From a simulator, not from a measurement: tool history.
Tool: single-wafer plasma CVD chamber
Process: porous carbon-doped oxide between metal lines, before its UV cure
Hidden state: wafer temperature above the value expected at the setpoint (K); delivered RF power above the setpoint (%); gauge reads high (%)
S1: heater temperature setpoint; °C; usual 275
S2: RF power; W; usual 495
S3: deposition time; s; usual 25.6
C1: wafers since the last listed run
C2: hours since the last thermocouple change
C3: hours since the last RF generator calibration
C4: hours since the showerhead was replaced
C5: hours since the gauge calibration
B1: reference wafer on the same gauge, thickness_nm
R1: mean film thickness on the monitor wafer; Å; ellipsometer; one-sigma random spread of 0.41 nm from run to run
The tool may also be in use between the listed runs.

run	hour	S1	S2	S3	C1	C2	C3	C4	C5	B1	R1
1	0	284	495	25.6	0	1361.7	2104.7	4741.2	703.6	185.045	1474.38
2	40.3	284	495	25.6	1538	1402	2145	4781.5	743.9	184.975	1462.29
3	95.9	284	495	25.6	2122	1457.6	2200.6	4837.1	799.5	184.971	1468.11
# hour 122.6: gauge calibrated
4	132.2	275	495	22.5	1385	1493.9	2236.9	4873.4	9.6	185.052	1362.02
5	280.8	275	495	25.6	5671	1642.5	2385.5	5022	158.2	184.901	1538.82
6	328.1	275	495	25.6	1805	1689.8	2432.8	5069.3	205.5	184.958	1534.81
7	364.2	275	495	25.6	1377	1725.9	2468.9	5105.4	241.6	184.951	1535.2
# hour 398: RF generator calibrated
8	398.5	275	555	28.5	1003	1760.2	0.5	5139.7	275.9	185.146	2032.66
9	421.7	275	495	25.6	885	1783.4	23.7	5162.9	299.1	184.863	1643.77
10	491.9	275	495	25.6	2679	1853.6	93.9	5233.1	369.3	184.886	1642.34
11	524	275	495	25.6	1225	1885.7	126	5265.2	401.4	185.189	1643.74
# hour 563.2: thermocouple changed; heater temperature recalibrated
12	563.7	275	545	25.6	1209	0.5	165.7	5304.9	441.1	185.059	1791.22
13	609.2	266	575	22.3	1736	46	211.2	5350.4	486.6	185.044	1744.4
14	668.8	261	495	25.6	2274	105.6	270.8	5410	546.2	185.141	1795.01
# hour 733.3: showerhead replaced
15	733.8	275	495	25.6	2175	170.6	335.8	0.5	611.2	184.87	1636.04
16	769.5	275	495	21.8	1362	206.3	371.5	36.2	646.9	184.89	1402.78
17	819.8	275	495	25.6	1919	256.6	421.8	86.5	697.2	184.818	1633.17
# hour 872.8: gauge calibrated
18	882	290	540	21.5	2374	318.8	484	148.7	9.2	185.073	1370
19	928.6	275	540	27.8	1778	365.4	530.6	195.3	55.8	184.922	1916.97
20	988.9	284	440	21.6	2301	425.7	590.9	255.6	116.1	185.057	1156.09
21	1013.7	275	495	25.6	946	450.5	615.7	280.4	140.9	184.775	1634.19
22	1084.6	260	565	29.7	2706	521.4	686.6	351.3	211.8	184.911	2357.44
23	1151	271	495	25.6	2534	587.8	753	417.7	278.2	184.809	1672.82
24	1209.5	275	495	25.6	2232	646.3	811.5	476.2	336.7	185.084	1632.13
25	1247	267	470	25.6	1431	683.8	849	513.7	374.2	185.035	1637.87

Across each entry between runs, compare the hidden state at the last listed run before it with the hidden state at the first listed run after it:
From run 3 to run 4: gauge calibrated (hour 122.6)
  delivered RF power above the setpoint (%): -5.47 -> -5.63
  what was measured, less what the result would be without the hidden state, R1: -83.89 -> -80.18 Å
From run 7 to run 8: RF generator calibrated (hour 398)
  delivered RF power above the setpoint (%): -6.67 -> -0.0145
  what was measured, less what the result would be without the hidden state, R1: -111.27 -> -0.28 Å
From run 11 to run 12: thermocouple changed; heater temperature recalibrated (hour 563.2)
  delivered RF power above the setpoint (%): -0.0297 -> -0.0408
  what was measured, less what the result would be without the hidden state, R1: -0.48 -> -0.69 Å
From run 14 to run 15: showerhead replaced (hour 733.3)
  delivered RF power above the setpoint (%): -0.0847 -> -0.122
  what was measured, less what the result would be without the hidden state, R1: -1.49 -> -1.95 Å
From run 17 to run 18: gauge calibrated (hour 872.8)
  delivered RF power above the setpoint (%): -0.185 -> -0.239
  what was measured, less what the result would be without the hidden state, R1: -2.95 -> -3.09 Å

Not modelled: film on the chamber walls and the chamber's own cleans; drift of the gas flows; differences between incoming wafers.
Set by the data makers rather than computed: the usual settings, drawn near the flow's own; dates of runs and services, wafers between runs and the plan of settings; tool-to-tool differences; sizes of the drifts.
